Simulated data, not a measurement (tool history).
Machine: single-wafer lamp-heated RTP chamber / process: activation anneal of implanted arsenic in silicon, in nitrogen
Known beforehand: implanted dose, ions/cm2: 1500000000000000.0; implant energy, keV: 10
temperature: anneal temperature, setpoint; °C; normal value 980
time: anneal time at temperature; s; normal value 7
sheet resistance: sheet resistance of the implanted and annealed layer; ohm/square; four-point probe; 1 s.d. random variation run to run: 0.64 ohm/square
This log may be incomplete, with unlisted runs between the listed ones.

run	day	temperature	time	wafers since the last listed run	wafers since the last pyrometer calibration	wafers since the reflector plate was cleaned	hours since the gauge calibration	read-back reference wafer on the same gauge, sheet resistance	sheet resistance
1	0.000	1003	9	0	8260	2692	1216.7	201.29	149.75
2	2.125	988	4	1274	9534	3966	1267.7	200.72	178.89
# day 3.800: pyrometer window cleaned and pyrometer calibrated
3	5.104	980	7	1586	781	5553	1339.2	201.04	175.82
4	7.567	980	7	1476	2257	7029	1398.3	200.91	175.16
5	10.442	980	7	1723	3981	8753	1467.3	201.01	173.77
6	12.962	980	7	1511	5493	10265	1527.8	200.77	173.24
7	14.029	980	9	639	6133	10904	1553.4	201.01	166.14
8	16.175	980	9	1286	7419	12191	1604.9	200.56	165.09
9	18.183	980	9	1204	8624	13395	1653.1	201.26	164.73
# day 19.088: pyrometer window cleaned and pyrometer calibrated
# day 19.400: reflector plate cleaned
10	20.125	972	7	776	434	434	1699.7	201.17	184.40
11	22.646	980	7	1511	1946	1946	1760.2	201.25	176.94
12	25.212	969	7	1539	3485	3485	1821.8	200.76	183.83
13	27.150	969	7	1161	4646	4646	1868.3	200.76	183.44
14	29.483	969	7	1399	6045	6045	1924.3	201.40	182.07
15	32.467	980	4	1788	7834	7834	1995.9	200.71	185.37
# day 32.896: pyrometer window cleaned and pyrometer calibrated
16	33.862	980	7	637	580	8471	2029.4	200.99	176.20
17	35.467	980	7	961	1542	9433	2067.9	200.87	175.82
18	37.558	980	7	1254	2796	10688	2118.1	201.46	173.60
19	38.729	997	4	702	3498	11390	2146.2	201.07	172.37
20	40.679	980	7	1169	4668	12559	2193.0	200.65	172.40
# day 41.092: reflector plate cleaned
21	42.133	999	11	672	5340	624	2227.9	200.69	150.91
22	45.112	972	6	1786	7126	2410	2299.4	200.75	185.07
23	46.504	998	10	834	7961	3245	2332.8	201.19	151.90
24	47.550	1002	3	627	8588	3872	2357.9	201.39	176.16
# day 48.867: pyrometer window cleaned and pyrometer calibrated
25	50.008	952	10	1274	684	5146	2416.9	201.21	190.70
26	51.842	959	8	1099	1783	6245	2460.9	200.73	188.53
# day 53.038: gauge calibrated
27	54.138	980	11	1376	3160	7622	26.4	201.02	166.18
28	55.379	950	3	744	3905	8366	56.2	201.15	203.37
29	57.179	980	3	1079	4984	9446	99.4	200.71	188.92
30	59.821	991	7	1584	6568	11030	162.8	200.97	164.18
31	62.408	980	7	1551	8120	12581	224.9	201.24	172.88
# day 64.579: pyrometer window cleaned and pyrometer calibrated
32	64.921	980	7	1306	204	13888	285.2	200.99	174.09
# day 67.438: reflector plate cleaned
33	67.458	988	7	1321	1526	13	346.1	200.77	172.55
34	68.883	993	7	854	2380	868	380.3	200.50	168.75
35	71.825	971	11	1763	4144	2631	450.9	201.15	174.95
36	74.046	980	7	1331	5476	3963	504.2	200.90	176.39
37	76.079	1009	5	1219	6695	5182	553.0	200.97	160.53

Difference, measured minus no-hidden-state, one row per run. Run-to-run variation is common to both terms; the gauge's own scatter need not be:
Hidden state at play: true wafer temperature minus pyrometer reading, K; wafer temperature error from the tarnished reflector plate, K; gauge reads high (%).
run	sheet resistance
1	-5.61
2	-5.12
3	-3.52
4	-4.52
5	-5.68
6	-6.74
7	-7.70
8	-8.64
9	-9.55
10	-0.95
11	-2.00
12	-2.80
13	-3.53
14	-4.40
15	-4.83
16	-3.89
17	-4.55
18	-5.35
19	-5.46
20	-6.63
21	-2.60
22	-3.04
23	-4.54
24	-3.85
25	-2.06
26	-2.67
27	-4.49
28	-2.34
29	-3.62
30	-6.51
31	-7.30
32	-5.24
33	-0.97
34	-1.59
35	-2.96
36	-3.56
37	-4.53
